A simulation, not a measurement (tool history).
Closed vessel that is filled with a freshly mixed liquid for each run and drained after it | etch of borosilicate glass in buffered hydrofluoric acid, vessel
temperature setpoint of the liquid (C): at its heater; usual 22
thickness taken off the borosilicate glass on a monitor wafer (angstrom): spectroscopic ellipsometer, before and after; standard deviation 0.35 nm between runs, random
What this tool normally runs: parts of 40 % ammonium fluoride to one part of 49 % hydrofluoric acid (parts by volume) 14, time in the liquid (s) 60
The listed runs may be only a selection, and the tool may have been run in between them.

run,hour,temperature setpoint of the liquid (C),parts of 40 % ammonium fluoride to one part of 49 % hydrofluoric acid (parts by volume),time in the liquid (s),"read-back film thickness of the borosilicate glass reference wafer, read on the same gauge (nm)",thickness taken off the borosilicate glass on a monitor wafer (angstrom)
1,0,22,14,60,150.72,482.1
2,102,22,10,60,151.23,666.7
3,145.8,22,10,60,151.54,675.3
# hour 166.3: hydrofluoric acid flow meter replaced
4,250.3,22,14,60,152.13,487.8
5,344.7,22,14,60,152.85,479.9
6,392.9,22,14,60,153.21,496.7
7,535.6,22,14,60,154.46,498.4
8,596.5,26,14,60,155.1,619.3
# hour 660: thermometer replaced
9,660.5,22,14,85,155.76,700.8
10,718.9,22,14,60,156.37,504.9
# hour 763: gauge calibrated
11,797.6,22,18,60,150.14,368.8
# hour 825.8: hydrofluoric acid flow meter replaced
12,903.3,22,14,95,150.2,753.3
13,991.5,27,15.5,50,150.38,470.4
14,1106.1,25,14,60,150.67,561.1
15,1147.5,22,9,40,150.84,474.7
16,1215.3,27,10.5,85,151.13,1160.4

5 options for the next run, each taken on its own from the tool as it stands now. Forecast them:
A,1216,22,14,60,?,?
B,1216,22,12.5,80,?,?
C,1216,19,16,95,?,?
D,1216,20.5,11,95,?,?
E,1216,22,18.5,60,?,?

run,"read-back film thickness of the borosilicate glass reference wafer, read on the same gauge (nm)",thickness taken off the borosilicate glass on a monitor wafer (angstrom)
A,151.12,485.6
B,151.12,724.3
C,151.12,571.4
D,151.12,899.5
E,151.12,368.3
What these runs would have given with no unlogged condition in the tool:
run,thickness taken off the borosilicate glass on a monitor wafer (angstrom)
A,482
B,719
C,567.2
D,892.8
E,365.6

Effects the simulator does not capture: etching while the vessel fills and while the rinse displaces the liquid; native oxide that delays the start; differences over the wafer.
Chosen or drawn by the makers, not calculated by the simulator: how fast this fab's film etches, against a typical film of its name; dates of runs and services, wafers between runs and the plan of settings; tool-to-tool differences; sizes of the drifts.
